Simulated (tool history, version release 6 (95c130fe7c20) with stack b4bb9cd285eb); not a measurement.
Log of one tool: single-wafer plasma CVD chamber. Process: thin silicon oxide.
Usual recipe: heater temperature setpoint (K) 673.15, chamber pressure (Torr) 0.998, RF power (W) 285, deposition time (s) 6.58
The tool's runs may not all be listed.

run,hour,heater temperature setpoint (K),chamber pressure (Torr),RF power (W),deposition time (s),wafers since the last listed run,hours since the last thermocouple change,hours since the last RF generator calibration,hours since the last manometer calibration,hours since the showerhead was replaced,hours since the gauge calibration,"read-back reference wafer on the same gauge, thickness_nm",mean film thickness on the monitor wafer (nm)
1,0.0,673.15,0.998,285,6.58,0,1979.7,1063.8,1376.8,3712.5,485.0,13.895,15.261
2,16.5,673.15,0.998,285,6.58,345,1996.2,1080.3,1393.3,3729.0,501.5,13.895,15.223
3,24.5,673.15,0.998,285,7.36,167,2004.2,1088.3,1401.3,3737.0,509.5,13.903,17.125
# hour 27.8: gauge calibrated
4,39.9,673.15,0.998,285,7.36,322,2019.6,1103.7,1416.7,3752.4,12.1,13.898,17.018
# hour 48.8: thermocouple changed; heater temperature recalibrated
5,55.9,673.15,0.998,285,6.58,167,7.1,1119.7,1432.7,3768.4,28.1,13.894,15.330
6,71.4,673.15,0.998,285,6.58,324,22.6,1135.2,1448.2,3783.9,43.6,13.897,15.346
7,83.1,673.15,0.998,285,6.58,244,34.3,1146.9,1459.9,3795.6,55.3,13.897,15.222
8,89.6,673.15,0.998,285,7.05,136,40.8,1153.4,1466.4,3802.1,61.8,13.901,16.437
9,95.7,676.15,0.998,285,6.58,127,46.9,1159.5,1472.5,3808.2,67.9,13.907,15.255
10,108.2,676.15,0.998,285,6.58,261,59.4,1172.0,1485.0,3820.7,80.4,13.891,15.177
# hour 119.8: RF generator calibrated
11,120.3,659.15,0.998,285,6.58,85,71.5,0.5,1497.1,3832.8,92.5,13.911,15.394
12,124.2,673.15,1.143,285,6.03,81,75.4,4.4,1501.0,3836.7,96.4,13.905,15.206
13,133.0,686.15,0.998,315,6.58,184,84.2,13.2,1509.8,3845.5,105.2,13.907,15.925
14,145.0,673.15,0.998,285,6.17,251,96.2,25.2,1521.8,3857.5,117.2,13.902,14.361
15,154.2,673.15,0.920,285,6.58,192,105.4,34.4,1531.0,3866.7,126.4,13.900,14.346
16,206.2,673.15,0.906,285,6.58,1088,157.4,86.4,1583.0,3918.7,178.4,13.901,14.167
17,214.3,679.15,1.094,285,6.58,169,165.5,94.5,1591.1,3926.8,186.5,13.898,16.127
18,228.9,673.15,0.847,230,7.31,305,180.1,109.1,1605.7,3941.4,201.1,13.900,13.367
19,235.2,673.15,0.998,285,6.58,131,186.4,115.4,1612.0,3947.7,207.4,13.900,15.368

Estimate the outcome of run 20 from the log above:
# hour 247.9: capacitance manometer re-zeroed and calibrated
# hour 252.6: showerhead replaced
20,253.1,673.15,0.998,285,6.58,109,204.3,133.3,5.2,0.5,225.3,?,?

{"run 20": {"read-back reference wafer on the same gauge, thickness_nm": 13.91, "mean film thickness on the monitor wafer (nm)": 15.187}}
With the hidden condition absent and the run-to-run variation left alone, this run would have shown mean film thickness on the monitor wafer (nm) 15.187.
